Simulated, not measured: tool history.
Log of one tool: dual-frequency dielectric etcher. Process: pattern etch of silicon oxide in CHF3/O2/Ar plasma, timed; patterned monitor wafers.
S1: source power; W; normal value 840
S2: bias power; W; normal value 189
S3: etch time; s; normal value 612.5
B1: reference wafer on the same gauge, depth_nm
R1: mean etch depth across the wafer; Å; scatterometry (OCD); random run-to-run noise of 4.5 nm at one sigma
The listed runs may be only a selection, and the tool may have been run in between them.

{"run": 1, "hour": 0.0, "S1": 920, "S2": 189, "S3": 612.5, "B1": 1309.7, "R1": 14217}
{"run": 2, "hour": 9.9, "S1": 840, "S2": 189, "S3": 659, "B1": 1310.9, "R1": 14907}
{"run": 3, "hour": 18.2, "S1": 840, "S2": 189, "S3": 612.5, "B1": 1309.2, "R1": 13863}
{"run": 4, "hour": 32.0, "S1": 840, "S2": 189, "S3": 612.5, "B1": 1310, "R1": 13967}
{"run": 5, "hour": 38.7, "S1": 840, "S2": 189, "S3": 612.5, "B1": 1310, "R1": 13916}
{"run": 6, "hour": 50.7, "S1": 710, "S2": 189, "S3": 612.5, "B1": 1310.1, "R1": 13238}
{"run": 7, "hour": 67.5, "S1": 710, "S2": 189, "S3": 612.5, "B1": 1311.2, "R1": 13250}
{"run": 8, "hour": 74.2, "S1": 840, "S2": 189, "S3": 612.5, "B1": 1309.8, "R1": 13847}
{"run": 9, "hour": 80.9, "S1": 840, "S2": 178, "S3": 612.5, "B1": 1309.9, "R1": 13533}
{"run": 10, "hour": 92.5, "S1": 670, "S2": 189, "S3": 612.5, "B1": 1310.1, "R1": 13034}
{"run": 11, "hour": 99.4, "S1": 840, "S2": 225, "S3": 612.5, "B1": 1310, "R1": 15137}
{"hour": 106.6, "done": "gauge calibrated"}
{"hour": 132.7, "done": "wet clean of the chamber"}
{"hour": 136.6, "done": "upper electrode replaced"}
{"run": 12, "hour": 137.1, "S1": 640, "S2": 152, "S3": 659, "B1": 1309.6, "R1": 11788}
{"run": 13, "hour": 137.6, "S1": 730, "S2": 176, "S3": 487, "B1": 1310.7, "R1": 9791}
{"run": 14, "hour": 138.1, "S1": 920, "S2": 189, "S3": 612.5, "B1": 1309.9, "R1": 13629}
{"hour": 141.5, "done": "bias power generator calibrated"}
{"hour": 145.2, "done": "source power generator calibrated"}
{"run": 15, "hour": 155.2, "S1": 840, "S2": 189, "S3": 553.5, "B1": 1310.5, "R1": 11933}
{"run": 16, "hour": 166.0, "S1": 920, "S2": 189, "S3": 432, "B1": 1309.8, "R1": 9627}
{"run": 17, "hour": 178.0, "S1": 840, "S2": 189, "S3": 612.5, "B1": 1310.4, "R1": 13351}
{"run": 18, "hour": 188.3, "S1": 840, "S2": 189, "S3": 612.5, "B1": 1309.1, "R1": 13352}
{"run": 19, "hour": 198.1, "S1": 840, "S2": 189, "S3": 612.5, "B1": 1309.6, "R1": 13383}

Consider 3 possible next runs. They are alternatives, not a sequence: every one starts from the tool as it was left by run 19. What does each give?
{"run": "A", "hour": 198.7, "S1": 1020, "S2": 189, "S3": 612.5, "B1": "?", "R1": "?"}
{"run": "B", "hour": 198.7, "S1": 960, "S2": 166, "S3": 740.5, "B1": "?", "R1": "?"}
{"run": "C", "hour": 198.7, "S1": 900, "S2": 172, "S3": 559.5, "B1": "?", "R1": "?"}

run=A B1=1310.6 R1=14133
run=B B1=1310.6 R1=15707
run=C B1=1310.6 R1=11840
With the hidden condition removed and each run's random variation left untouched, the same runs would have given:
run=A R1=14116
run=B R1=15688
run=C R1=11826
